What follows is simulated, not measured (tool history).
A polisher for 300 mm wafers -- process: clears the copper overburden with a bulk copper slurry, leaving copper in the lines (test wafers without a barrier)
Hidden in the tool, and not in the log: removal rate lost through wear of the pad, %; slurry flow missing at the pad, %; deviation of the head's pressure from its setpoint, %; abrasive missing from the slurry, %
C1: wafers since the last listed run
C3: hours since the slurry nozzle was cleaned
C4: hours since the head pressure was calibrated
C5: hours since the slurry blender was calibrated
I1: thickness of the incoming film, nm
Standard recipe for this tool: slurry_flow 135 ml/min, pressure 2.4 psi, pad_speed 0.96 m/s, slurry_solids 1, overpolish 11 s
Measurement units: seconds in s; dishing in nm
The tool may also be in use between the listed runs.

Run 1, hour 0: usual settings but pad_speed 0.8 m/s; C1 0; wafers polished on this pad 76; C3 445.2; C4 64.2; C5 258.3; I1 988.8. Result: seconds 186.8 s, dishing 40.4 nm.
Run 2, hour 24.3: usual settings but pad_speed 0.8 m/s; C1 98; wafers polished on this pad 174; C3 469.5; C4 88.5; C5 282.6; I1 997.4. Result: seconds 190.5 s, dishing 40.2 nm.
Run 3, hour 42.1: usual settings; C1 71; wafers polished on this pad 246; C3 487.3; C4 106.3; C5 300.4; I1 992.5. Result: seconds 159.5 s, dishing 46.1 nm.
Run 4, hour 71.4: usual settings; C1 118; wafers polished on this pad 364; C3 516.6; C4 135.6; C5 329.7; I1 994. Result: seconds 158.8 s, dishing 45.8 nm.
Run 5, hour 89.7: usual settings; C1 73; wafers polished on this pad 438; C3 534.9; C4 153.9; C5 348; I1 990.4. Result: seconds 155.3 s, dishing 45.7 nm.
Run 6, hour 105: usual settings but slurry_solids 1.25; C1 61; wafers polished on this pad 500; C3 550.2; C4 169.2; C5 363.3; I1 965. Result: seconds 147.9 s, dishing 47.2 nm.
At hour 111.4: slurry blender recalibrated.
Run 7, hour 124.2: usual settings but slurry_solids 1.25; C1 69; wafers polished on this pad 569; C3 569.4; C4 188.4; C5 12.8; I1 978.4. Result: seconds 151.1 s, dishing 47.2 nm.
Run 8, hour 139.9: usual settings; C1 63; wafers polished on this pad 632; C3 585.1; C4 204.1; C5 28.5; I1 960.2. Result: seconds 158.5 s, dishing 45.5 nm.
Run 9, hour 171.4: usual settings; C1 127; wafers polished on this pad 759; C3 616.6; C4 235.6; C5 60; I1 994.1. Result: seconds 158.9 s, dishing 45.2 nm.
Run 10, hour 189.8: usual settings; C1 74; wafers polished on this pad 834; C3 635; C4 254; C5 78.4; I1 994.3. Result: seconds 157.7 s, dishing 44.7 nm.
Run 11, hour 220.5: usual settings; C1 123; wafers polished on this pad 957; C3 665.7; C4 284.7; C5 109.1; I1 967.4. Result: seconds 158.9 s, dishing 44.7 nm.
At hour 244: worn pad replaced by a new one.
Run 12, hour 252.8: usual settings; C1 114; wafers polished on this pad 35; C3 698; C4 317; C5 141.4; I1 982.1. Result: seconds 164 s, dishing 44.8 nm.
At hour 280.5: slurry nozzle cleaned.
Run 13, hour 286.1: usual settings; C1 130; wafers polished on this pad 165; C3 5.6; C4 350.3; C5 174.7; I1 979.6. Result: seconds 151.3 s, dishing 47.4 nm.
Run 14, hour 306.4: usual settings but pressure 2.8 psi, slurry_solids 1.3; C1 81; wafers polished on this pad 247; C3 25.9; C4 370.6; C5 195; I1 985.7. Result: seconds 124 s, dishing 54.5 nm.
Run 15, hour 329.4: usual settings but slurry_solids 1.25; C1 92; wafers polished on this pad 340; C3 48.9; C4 393.6; C5 218; I1 974.4. Result: seconds 141.6 s, dishing 49 nm.
Run 16, hour 342.2: usual settings but slurry_flow 115 ml/min, pad_speed 1.14 m/s, slurry_solids 1.15; C1 51; wafers polished on this pad 391; C3 61.7; C4 406.4; C5 230.8; I1 979.3. Result: seconds 125.2 s, dishing 54.1 nm.
Run 17, hour 372.6: usual settings but slurry_solids 1.2, overpolish 16 s; C1 122; wafers polished on this pad 514; C3 92.1; C4 436.8; C5 261.2; I1 979.5. Result: seconds 142.5 s, dishing 61.5 nm.
Run 18, hour 385.2: usual settings but slurry_flow 155 ml/min, pressure 2.9 psi; C1 50; wafers polished on this pad 565; C3 104.7; C4 449.4; C5 273.8; I1 989.8. Result: seconds 123.5 s, dishing 56.6 nm.
Run 19, hour 419.9: usual settings but overpolish 5 s; C1 139; wafers polished on this pad 705; C3 139.4; C4 484.1; C5 308.5; I1 985.8. Result: seconds 155.6 s, dishing 25.1 nm.
Run 20, hour 448.1: usual settings; C1 113; wafers polished on this pad 819; C3 167.6; C4 512.3; C5 336.7; I1 986.2. Result: seconds 149.5 s, dishing 46.8 nm.
Run 21, hour 476: usual settings; C1 112; wafers polished on this pad 931; C3 195.5; C4 540.2; C5 364.6; I1 999. Result: seconds 151 s, dishing 47.4 nm.
Run 22, hour 504.3: usual settings but slurry_flow 100 ml/min, pressure 1.9 psi, pad_speed 0.66 m/s, overpolish 17 s; C1 114; wafers polished on this pad 1045; C3 223.8; C4 568.5; C5 392.9; I1 972.6. Result: seconds 286.9 s, dishing 38.6 nm.
At hour 522.1: worn pad replaced by a new one.
Run 23, hour 534.1: usual settings but pressure 2.7 psi, pad_speed 0.82 m/s; C1 104; wafers polished on this pad 48; C3 253.6; C4 598.3; C5 422.7; I1 982.6. Result: seconds 158.5 s, dishing 46.5 nm.
At hour 537.7: head pressure recalibrated.
At hour 541.8: slurry blender recalibrated.
Run 24, hour 642: usual settings; C1 419; wafers polished on this pad 467; C3 361.5; C4 104.3; C5 100.2; I1 987. Result: seconds 157.8 s, dishing 46 nm.
Run 25, hour 667.7: usual settings but slurry_flow 120 ml/min, pressure 3 psi, pad_speed 0.78 m/s; C1 103; wafers polished on this pad 571; C3 387.2; C4 130; C5 125.9; I1 977.6. Result: seconds 155.2 s, dishing 46.4 nm.
Run 26, hour 687.8: usual settings; C1 81; wafers polished on this pad 652; C3 407.3; C4 150.1; C5 146; I1 986.1. Result: seconds 157.4 s, dishing 45.6 nm.

What if the next run were any one of these 5? Each begins from the tool's condition after run 26:
Run A, hour 688.3: usual settings; C1 2; wafers polished on this pad 654; C3 407.8; C4 150.6; C5 146.5; I1 978.4. Result: seconds ?, dishing ?.
Run B, hour 688.3: usual settings but slurry_flow 95 ml/min, pressure 2.8 psi, pad_speed 0.7 m/s, overpolish 13 s; C1 2; wafers polished on this pad 654; C3 407.8; C4 150.6; C5 146.5; I1 978.4. Result: seconds ?, dishing ?.
Run C, hour 688.3: usual settings but slurry_flow 100 ml/min, pressure 2.9 psi, pad_speed 1.22 m/s, slurry_solids 1.25; C1 2; wafers polished on this pad 654; C3 407.8; C4 150.6; C5 146.5; I1 978.4. Result: seconds ?, dishing ?.
Run D, hour 688.3: usual settings but pad_speed 0.7 m/s; C1 2; wafers polished on this pad 654; C3 407.8; C4 150.6; C5 146.5; I1 978.4. Result: seconds ?, dishing ?.
Run E, hour 688.3: usual settings but slurry_solids 0.8, overpolish 5 s; C1 2; wafers polished on this pad 654; C3 407.8; C4 150.6; C5 146.5; I1 978.4. Result: seconds ?, dishing ?.

run  seconds  dishing
  A    152.1     46.8
  B    199.6     43.9
  C    103.9     63.2
  D    208.6     36.5
  E      159     23.4
Without the tool's unlogged condition, the same runs would have read:
run  seconds  dishing
  A    147.6     47.9
  B    191.3     45.4
  C     99.8     64.9
  D    202.4     37.4
  E    154.3     24.1

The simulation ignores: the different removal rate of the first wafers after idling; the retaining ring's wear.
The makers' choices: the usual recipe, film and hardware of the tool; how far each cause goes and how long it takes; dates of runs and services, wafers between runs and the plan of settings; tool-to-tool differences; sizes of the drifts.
